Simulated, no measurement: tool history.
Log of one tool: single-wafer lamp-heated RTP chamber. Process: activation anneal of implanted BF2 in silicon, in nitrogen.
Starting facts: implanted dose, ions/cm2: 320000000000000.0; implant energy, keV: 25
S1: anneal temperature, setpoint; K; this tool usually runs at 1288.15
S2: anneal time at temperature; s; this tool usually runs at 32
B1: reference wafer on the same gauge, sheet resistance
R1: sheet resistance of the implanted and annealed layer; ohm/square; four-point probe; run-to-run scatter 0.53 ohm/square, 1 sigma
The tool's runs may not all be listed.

Run 1, hour 0.0: usual settings; B1 402.30. Result: R1 354.03 ohm/square.
At hour 20.5: reflector plate cleaned.
At hour 32.9: pyrometer window cleaned and pyrometer calibrated.
Run 2, hour 56.0: usual settings; B1 402.66. Result: R1 354.09 ohm/square.
Run 3, hour 117.5: usual settings; B1 402.61. Result: R1 354.68 ohm/square.
Run 4, hour 209.6: usual settings; B1 403.26. Result: R1 355.25 ohm/square.
Run 5, hour 311.7: usual settings; B1 402.71. Result: R1 354.97 ohm/square.
At hour 414.7: reflector plate cleaned.
Run 6, hour 418.9: usual settings; B1 403.58. Result: R1 355.84 ohm/square.
At hour 443.0: pyrometer window cleaned and pyrometer calibrated.
Run 7, hour 498.2: usual settings; B1 403.43. Result: R1 355.80 ohm/square.
Run 8, hour 599.0: usual settings; B1 403.58. Result: R1 355.39 ohm/square.
Run 9, hour 693.1: usual settings but S1 1270.15 K, S2 18 s; B1 403.41. Result: R1 360.84 ohm/square.
Run 10, hour 733.5: usual settings; B1 403.50. Result: R1 355.53 ohm/square.
At hour 783.5: gauge calibrated.
Run 11, hour 815.9: usual settings; B1 400.95. Result: R1 353.25 ohm/square.
At hour 838.5: pyrometer window cleaned and pyrometer calibrated.
At hour 890.6: reflector plate cleaned.
Run 12, hour 907.6: usual settings but S1 1273.15 K; B1 401.40. Result: R1 355.42 ohm/square.
Run 13, hour 1097.2: usual settings but S1 1273.15 K; B1 401.15. Result: R1 354.34 ohm/square.
Run 14, hour 1194.7: usual settings but S1 1307.15 K, S2 26 s; B1 401.31. Result: R1 352.08 ohm/square.
At hour 1268.0: pyrometer window cleaned and pyrometer calibrated.
Run 15, hour 1268.5: usual settings but S1 1311.15 K, S2 21 s; B1 401.01. Result: R1 353.63 ohm/square.
At hour 1361.9: reflector plate cleaned.
Run 16, hour 1371.1: usual settings but S2 44 s; B1 401.26. Result: R1 350.92 ohm/square.
Run 17, hour 1434.6: usual settings but S1 1273.15 K; B1 401.25. Result: R1 355.25 ohm/square.
Run 18, hour 1520.5: usual settings but S1 1272.15 K; B1 401.35. Result: R1 355.52 ohm/square.
Run 19, hour 1578.6: usual settings but S1 1314.15 K, S2 20 s; B1 401.33. Result: R1 353.32 ohm/square.
At hour 1647.7: pyrometer window cleaned and pyrometer calibrated.
Run 20, hour 1672.7: usual settings but S2 20 s; B1 401.29. Result: R1 356.67 ohm/square.
Run 21, hour 1750.9: usual settings; B1 401.63. Result: R1 353.52 ohm/square.
At hour 1868.5: reflector plate cleaned.
Run 22, hour 1932.0: usual settings; B1 401.57. Result: R1 353.65 ohm/square.
Run 23, hour 2015.2: usual settings but S1 1313.15 K, S2 14 s; B1 401.78. Result: R1 355.91 ohm/square.
Run 24, hour 2056.5: usual settings but S2 23 s; B1 401.80. Result: R1 355.99 ohm/square.
At hour 2144.2: pyrometer window cleaned and pyrometer calibrated.
Run 25, hour 2158.5: usual settings but S1 1269.15 K; B1 401.89. Result: R1 355.35 ohm/square.
Run 26, hour 2226.1: usual settings but S1 1274.15 K, S2 47 s; B1 402.04. Result: R1 352.83 ohm/square.

For some of the steps in R1 from one run to the next: how much would appear even if the tool had no hidden state, given the settings, what came in and random variation, and how much remains for the hidden state plus any gauge scatter that the measured result and the result without hidden state don't share?
Unlogged tool condition in this case: true wafer temperature minus pyrometer reading, K; wafer temperature error from the tarnished reflector plate, K; gauge reads high (%).
Run 8 -> 9: S1 1288.15 -> 1270.15, S2 32 -> 18. R1 +5.45 ohm/square: hidden state +0.21, all else +5.24.
Run 9 -> 10: S1 1270.15 -> 1288.15, S2 18 -> 32. R1 -5.31 ohm/square: hidden state +0.05, all else -5.36.
Run 10 -> 11: gauge calibrated. R1 -2.28 ohm/square: hidden state -2.51, all else +0.23.
